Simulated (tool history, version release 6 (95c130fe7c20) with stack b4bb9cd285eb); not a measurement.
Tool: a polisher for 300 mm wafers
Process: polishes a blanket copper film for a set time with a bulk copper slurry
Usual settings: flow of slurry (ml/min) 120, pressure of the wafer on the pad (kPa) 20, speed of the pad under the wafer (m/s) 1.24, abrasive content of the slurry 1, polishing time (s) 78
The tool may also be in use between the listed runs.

run     day  flow of slurry (ml/min)  pressure of the wafer on the pad (kPa)  speed of the pad under the wafer (m/s)  abrasive content of the slurry  polishing time (s)  incoming thickness of the incoming film, nm  film removed (Å)
  1       0                      120                                      20                                    1.24                               1                  78                                       2594.7              7001
  2   0.821                      120                                      20                                    1.24                               1                  78                                       2568.1              7006
      1.017  -- slurry nozzle cleaned
      1.967  -- slurry blender recalibrated
  3   2.088                      120                                      20                                    1.24                               1                  78                                       2600.7              7672
  4   3.354                      120                                      20                                    1.24                               1                  78                                       2582.3              7660
      3.838  -- worn pad replaced by a new one
  5   3.892                      120                                      20                                    1.42                               1                  78                                       2550.8              8834
  6   4.517                      120                                      20                                    1.24                               1                  88                                         2570              8682
  7   6.079                      135                                    22.1                                     0.9                             1.1                  78                                       2578.3              6441
  8   7.296                      120                                      20                                    1.24                             0.9                  78                                       2529.7              7474
  9   8.054                      105                                      20                                    1.46                               1                  78                                       2534.8              8733
 10   8.754                      120                                    23.4                                    0.82                             0.7                  57                                       2542.2              4004
 11   9.292                      120                                      20                                    1.24                               1                  78                                       2577.7              7688
 12  10.062                      120                                      20                                    1.66                               1                  89                                       2506.9             11465
 13  10.562                      120                                      20                                    1.24                             1.1                  78                                         2583              7789
 14  11.271                      120                                    15.2                                    1.24                               1                  61                                       2550.7              4503
 15  12.388                      120                                      20                                    1.24                               1                  78                                       2560.2              7646

Forecast run 16:
 16  13.208                      120                                      20                                    1.24                               1                  78                                       2537.9                 ?

film removed (Å): 7626
Without the tool's hidden state the same run would have given film removed (Å) 7686.
